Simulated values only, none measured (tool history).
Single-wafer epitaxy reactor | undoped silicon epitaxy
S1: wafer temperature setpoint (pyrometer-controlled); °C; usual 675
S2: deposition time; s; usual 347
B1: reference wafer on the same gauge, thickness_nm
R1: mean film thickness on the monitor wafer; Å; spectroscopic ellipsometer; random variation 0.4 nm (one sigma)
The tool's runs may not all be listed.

run   hour   S1   S2      B1       R1
  1      0  670  347   89.45   710.09
  2    9.8  670  347  89.353   708.62
  3   23.3  675  347  89.495   803.06
  4   38.7  675  347   89.36   793.56
  5     56  675  347  89.453   795.14
  6   65.3  675  347  89.515      790
  7   76.5  682  347  89.421   925.44
  8   83.5  675  347  89.519   787.06
  9   94.4  675  347  89.409   788.99
 10    102  675  347  89.333   780.88
 11  119.2  675  347   89.36   779.87
       131  -- pyrometer calibrated
 12    133  675  347  89.318   867.58
 13  149.1  660  366  89.255      638
 14  161.1  675  347  89.357   867.83
 15  178.8  675  347  89.413   866.61
 16  186.6  675  369   89.42   930.72
     194.3  -- gauge calibrated
 17  201.2  689  365  89.232  1256.51
 18  208.1  668  324  89.406   686.84
 19  224.9  668  395  89.302   835.05
 20  236.7  680  405  89.442   1136.1
 21  248.3  675  347  89.295   864.08
 22  260.5  675  347  89.427   869.27
 23    272  682  370  89.409  1091.83
 24  287.7  669  404  89.458    865.2

3 ways to go on from here, each from the tool as it stands after run 24. What would each give?
  A  288.2  684  347   ?   ?
  B  288.2  675  416   ?   ?
  C  288.2  681  404   ?   ?

run     B1       R1
  A  89.46  1067.76
  B  89.46  1037.65
  C  89.46  1159.71
Without the tool's hidden state the same runs would have given:
run       R1
  A  1083.66
  B  1053.44
  C   1177.1

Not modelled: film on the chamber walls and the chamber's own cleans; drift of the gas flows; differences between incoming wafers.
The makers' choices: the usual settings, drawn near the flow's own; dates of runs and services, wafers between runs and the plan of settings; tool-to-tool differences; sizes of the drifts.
